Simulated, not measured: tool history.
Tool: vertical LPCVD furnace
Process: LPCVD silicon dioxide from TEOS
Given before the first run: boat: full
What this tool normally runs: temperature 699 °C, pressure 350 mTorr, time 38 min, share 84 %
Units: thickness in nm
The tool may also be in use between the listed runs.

run	day	temperature	pressure	time	share	read-back reference wafer on the same gauge, thickness	thickness
1	0	699	370	38	84	267.14	342.09
2	1.304	699	370	38	84	267.03	340.32
3	2.183	699	370	38	84	266.64	344.95
4	3.579	699	400	48.5	84	266.81	455.42
5	8.025	699	400	48.5	84	267.06	457.3
6	8.633	699	350	38	84	267.41	334.87
7	10.05	699	350	38	84	266.95	335.88
# day 11.192: pressure gauge zeroed
8	11.258	699	350	38	84	267.19	335.35
9	12.708	699	400	38	84	267.35	360.46
# day 14.229: TEOS flow controller replaced
10	15.362	699	400	38	84	267.03	361.22
11	16.612	699	400	38	84	267.43	360.46
12	17.258	699	350	38	84	267.09	338.01
13	18.696	699	400	48.5	84	267.04	461.35
14	19.258	699	285	38	84	267.12	305.44
# day 19.296: gauge calibrated
15	19.921	699	350	38	77	266.74	325.55
# day 21.104: thermocouples replaced and temperature profile calibrated
16	21.125	706	325	49.5	68	267.35	406.88
17	22.225	693	415	50.5	97	267.25	412.44
18	23.5	699	350	38	84	267.01	306.37
19	25.442	702	290	29.5	75	266.86	220.14
20	26.346	703	350	38	90	267.23	348.95
21	27.167	699	350	38	84	267.15	305.8
22	27.704	688	320	25.5	91	266.93	158.08
23	28.217	699	350	25.5	84	267.09	204.7

Here are 3 independent what-if runs from the current tool condition. What would each one return?
A	28.412	689	350	38	84	?	?
B	28.412	687	350	38	96	?	?
C	28.412	708	325	38	97	?	?

run	read-back reference wafer on the same gauge, thickness	thickness
A	267.34	242.46
B	267.34	247.14
C	267.34	390.95
With no hidden state in the tool, these same runs would have given:
run	thickness
A	239.53
B	244.15
C	386.42

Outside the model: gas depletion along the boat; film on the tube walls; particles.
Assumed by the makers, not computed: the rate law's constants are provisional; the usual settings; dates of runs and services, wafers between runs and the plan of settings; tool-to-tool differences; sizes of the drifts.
